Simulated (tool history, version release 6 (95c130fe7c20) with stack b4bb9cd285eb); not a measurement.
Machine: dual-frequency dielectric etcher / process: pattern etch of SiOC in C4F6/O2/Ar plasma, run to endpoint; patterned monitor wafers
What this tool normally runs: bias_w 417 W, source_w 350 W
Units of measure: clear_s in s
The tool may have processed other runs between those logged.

run    hour  bias_w  source_w  incoming incoming film thickness, nm  clear_s
  1     0.0     417       350                                 25.36      9.4
       68.3  -- wet clean of the chamber
  2    68.8     497       350                                 25.16      8.5
  3   114.3     497       350                                 25.29      8.6
  4   172.3     497       350                                 25.34      8.7
  5   212.7     417       320                                 25.05      9.5
  6   239.0     417       320                                 25.06      9.6
  7   280.6     417       320                                 25.48      9.7
  8   305.2     417       350                                 24.92      9.3
  9   352.1     417       350                                 25.50      9.5
      438.9  -- upper electrode replaced
 10   439.4     417       350                                 25.02      9.4
      465.0  -- wet clean of the chamber
 11   471.4     492       350                                 25.31      8.7
 12   513.1     452       430                                 25.10      8.3
 13   560.2     316       280                                 25.48     11.4
 14   614.5     343       400                                 24.98      9.6
 15   677.7     450       310                                 25.27      9.4
 16   740.2     417       380                                 24.84      9.0
      796.2  -- wet clean of the chamber
      799.0  -- bias power generator calibrated
 17   799.5     417       350                                 25.38      9.2
 18   825.8     338       350                                 25.10     10.0
      867.2  -- source power generator calibrated
 19   892.5     333       350                                 24.92     10.0
 20   930.1     379       260                                 25.41     10.8
 21   995.6     417       350                                 25.39      9.3
 22  1048.4     464       310                                 25.09      9.4
 23  1119.9     322       350                                 25.18     10.4

The tool's hidden state at each run:
bias power that arrives over what is set, %: 0 across all the runs
source power that arrives over what is set, %: 0 across all the runs
H1: etch rate over this chamber's usual, %
run        H1
  1     -1.79
  2      0.11
  3    -0.198
  4    -0.591
  5    -0.865
  6     -1.04
  7     -1.32
  8     -1.49
  9     -1.81
 10      -2.4
 11    -0.161
 12    -0.444
 13    -0.763
 14     -1.13
 15     -1.56
 16     -1.98
 17  -0.00502
 18    -0.183
 19    -0.635
 20     -0.89
 21     -1.33
 22     -1.69
 23     -2.18
